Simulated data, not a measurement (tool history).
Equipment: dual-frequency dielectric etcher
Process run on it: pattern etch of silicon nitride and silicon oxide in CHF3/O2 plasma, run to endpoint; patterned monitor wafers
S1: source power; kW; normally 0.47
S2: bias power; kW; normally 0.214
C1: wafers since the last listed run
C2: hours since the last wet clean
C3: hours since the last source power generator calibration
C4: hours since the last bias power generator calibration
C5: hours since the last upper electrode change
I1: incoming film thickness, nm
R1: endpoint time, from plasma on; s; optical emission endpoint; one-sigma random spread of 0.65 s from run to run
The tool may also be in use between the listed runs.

Run 1, hour 0: usual settings but S1 0.55 kW; C1 0; C2 174.3; C3 1065.5; C4 1495.7; C5 1089.7; I1 173.3. Result: R1 106 s.
Run 2, hour 85.7: usual settings but S1 0.55 kW; C1 802; C2 260; C3 1151.2; C4 1581.4; C5 1175.4; I1 173.7. Result: R1 106.7 s.
Run 3, hour 150.8: usual settings but S1 0.55 kW; C1 609; C2 325.1; C3 1216.3; C4 1646.5; C5 1240.5; I1 172.7. Result: R1 106.7 s.
Run 4, hour 190.9: usual settings; C1 375; C2 365.2; C3 1256.4; C4 1686.6; C5 1280.6; I1 174.4. Result: R1 117.5 s.
Run 5, hour 241.8: usual settings; C1 476; C2 416.1; C3 1307.3; C4 1737.5; C5 1331.5; I1 173. Result: R1 116.7 s.
At hour 447.7: wet clean of the chamber.
Run 6, hour 528.1: usual settings but S1 0.56 kW; C1 2456; C2 80.4; C3 1593.6; C4 2023.8; C5 1617.8; I1 174.4. Result: R1 105.9 s.
Run 7, hour 566.8: usual settings; C1 362; C2 119.1; C3 1632.3; C4 2062.5; C5 1656.5; I1 174.6. Result: R1 118.2 s.
Run 8, hour 617.2: usual settings; C1 471; C2 169.5; C3 1682.7; C4 2112.9; C5 1706.9; I1 174.3. Result: R1 119.4 s.
Run 9, hour 713.1: usual settings but S1 0.54 kW; C1 898; C2 265.4; C3 1778.6; C4 2208.8; C5 1802.8; I1 172.2. Result: R1 109.1 s.
Run 10, hour 788: usual settings but S1 0.54 kW; C1 701; C2 340.3; C3 1853.5; C4 2283.7; C5 1877.7; I1 173.1. Result: R1 107.5 s.
Run 11, hour 851.8: usual settings; C1 597; C2 404.1; C3 1917.3; C4 2347.5; C5 1941.5; I1 173.2. Result: R1 117.6 s.
Run 12, hour 897.5: usual settings; C1 427; C2 449.8; C3 1963; C4 2393.2; C5 1987.2; I1 174.3. Result: R1 118.9 s.
Run 13, hour 983.8: usual settings but S1 0.41 kW, S2 0.177 kW; C1 808; C2 536.1; C3 2049.3; C4 2479.5; C5 2073.5; I1 172. Result: R1 135.1 s.
At hour 1045.3: wet clean of the chamber.
Run 14, hour 1045.8: usual settings but S1 0.41 kW, S2 0.177 kW; C1 355; C2 0.5; C3 2111.3; C4 2541.5; C5 2135.5; I1 172.6. Result: R1 137 s.
Run 15, hour 1083.2: usual settings; C1 350; C2 37.9; C3 2148.7; C4 2578.9; C5 2172.9; I1 170.4. Result: R1 116.6 s.
Run 16, hour 1147.6: usual settings but S1 0.59 kW, S2 0.183 kW; C1 603; C2 102.3; C3 2213.1; C4 2643.3; C5 2237.3; I1 173.5. Result: R1 109 s.
At hour 1170.7: source power generator calibrated.
Run 17, hour 1245.5: usual settings but S2 0.168 kW; C1 879; C2 200.2; C3 74.8; C4 2741.2; C5 2335.2; I1 175.1. Result: R1 126 s.
Run 18, hour 1292.9: usual settings; C1 443; C2 247.6; C3 122.2; C4 2788.6; C5 2382.6; I1 174.4. Result: R1 117.8 s.
Run 19, hour 1342.2: usual settings but S1 0.36 kW, S2 0.26 kW; C1 461; C2 296.9; C3 171.5; C4 2837.9; C5 2431.9; I1 174.1. Result: R1 130.8 s.
Run 20, hour 1411.7: usual settings but S1 0.53 kW, S2 0.162 kW; C1 650; C2 366.4; C3 241; C4 2907.4; C5 2501.4; I1 173. Result: R1 117.9 s.
Run 21, hour 1449.1: usual settings but S1 0.38 kW, S2 0.168 kW; C1 350; C2 403.8; C3 278.4; C4 2944.8; C5 2538.8; I1 172.3. Result: R1 142.7 s.
At hour 1503.4: upper electrode replaced.
Run 22, hour 1538.3: usual settings; C1 610; C2 493; C3 367.6; C4 3034; C5 34.9; I1 172.2. Result: R1 115.6 s.
At hour 1591: wet clean of the chamber.
Run 23, hour 1637: usual settings but S2 0.19 kW; C1 699; C2 46; C3 466.3; C4 3132.7; C5 133.6; I1 174.8. Result: R1 122 s.
Run 24, hour 1676.7: usual settings but S1 0.39 kW; C1 371; C2 85.7; C3 506; C4 3172.4; C5 173.3; I1 170.9. Result: R1 130.1 s.
Run 25, hour 1777.7: usual settings but S1 0.36 kW, S2 0.162 kW; C1 945; C2 186.7; C3 607; C4 3273.4; C5 274.3; I1 174. Result: R1 153.2 s.
At hour 1790.8: bias power generator calibrated.
Run 26, hour 1845: usual settings; C1 592; C2 254; C3 674.3; C4 54.2; C5 341.6; I1 173.9. Result: R1 117 s.
Run 27, hour 1907.5: usual settings but S1 0.37 kW, S2 0.163 kW; C1 585; C2 316.5; C3 736.8; C4 116.7; C5 404.1; I1 173.8. Result: R1 150.3 s.
Run 28, hour 1998: usual settings but S1 0.54 kW, S2 0.237 kW; C1 847; C2 407; C3 827.3; C4 207.2; C5 494.6; I1 173.6. Result: R1 105.2 s.
At hour 2144.1: wet clean of the chamber.
Run 29, hour 2149.1: usual settings but S1 0.51 kW; C1 1190; C2 5; C3 978.4; C4 358.3; C5 645.7; I1 173.7. Result: R1 111.3 s.
Run 30, hour 2214.8: usual settings but S1 0.57 kW, S2 0.17 kW; C1 615; C2 70.7; C3 1044.1; C4 424; C5 711.4; I1 175.5. Result: R1 115 s.
Run 31, hour 2268.7: usual settings; C1 504; C2 124.6; C3 1098; C4 477.9; C5 765.3; I1 172.7. Result: R1 117.2 s.
Run 32, hour 2306.1: usual settings; C1 350; C2 162; C3 1135.4; C4 515.3; C5 802.7; I1 173.9. Result: R1 118.6 s.
Run 33, hour 2405: usual settings; C1 926; C2 260.9; C3 1234.3; C4 614.2; C5 901.6; I1 172.5. Result: R1 118.3 s.
Run 34, hour 2470.1: usual settings but S1 0.38 kW; C1 609; C2 326; C3 1299.4; C4 679.3; C5 966.7; I1 172.3. Result: R1 134.1 s.
Run 35, hour 2539.4: usual settings but S1 0.43 kW, S2 0.183 kW; C1 648; C2 395.3; C3 1368.7; C4 748.6; C5 1036; I1 173.8. Result: R1 132.1 s.
Run 36, hour 2614: usual settings but S1 0.5 kW; C1 698; C2 469.9; C3 1443.3; C4 823.2; C5 1110.6; I1 172.8. Result: R1 113.1 s.

Describe how what the log doesn't record of the tool's condition differs between the last listed run preceding each entry between runs and the first listed run following it.
In the gap between runs 5 and 6: wet clean of the chamber (hour 447.7)
  source power that arrives over what is set, %: -1.45 -> -2.05
  what was measured, less what the result would be without the hidden state, R1: +1 -> +1.3 s
In the gap between runs 13 and 14: wet clean of the chamber (hour 1045.3)
  source power that arrives over what is set, %: -3.01 -> -3.14
  what was measured, less what the result would be without the hidden state, R1: +2.5 -> +2.7 s
In the gap between runs 16 and 17: source power generator calibrated (hour 1170.7)
  source power that arrives over what is set, %: -3.35 -> -0.609
  what was measured, less what the result would be without the hidden state, R1: +2.3 -> +0.4 s
In the gap between runs 21 and 22: upper electrode replaced (hour 1503.4)
  source power that arrives over what is set, %: -1.04 -> -1.22
  what was measured, less what the result would be without the hidden state, R1: +0.9 -> +0.9 s
In the gap between runs 22 and 23: wet clean of the chamber (hour 1591)
  source power that arrives over what is set, %: -1.22 -> -1.43
  what was measured, less what the result would be without the hidden state, R1: +0.9 -> +1.1 s
In the gap between runs 25 and 26: bias power generator calibrated (hour 1790.8)
  source power that arrives over what is set, %: -1.73 -> -1.87
  what was measured, less what the result would be without the hidden state, R1: +1.6 -> +1.3 s
In the gap between runs 28 and 29: wet clean of the chamber (hour 2144.1)
  source power that arrives over what is set, %: -2.19 -> -2.51
  what was measured, less what the result would be without the hidden state, R1: +1.4 -> +1.7 s

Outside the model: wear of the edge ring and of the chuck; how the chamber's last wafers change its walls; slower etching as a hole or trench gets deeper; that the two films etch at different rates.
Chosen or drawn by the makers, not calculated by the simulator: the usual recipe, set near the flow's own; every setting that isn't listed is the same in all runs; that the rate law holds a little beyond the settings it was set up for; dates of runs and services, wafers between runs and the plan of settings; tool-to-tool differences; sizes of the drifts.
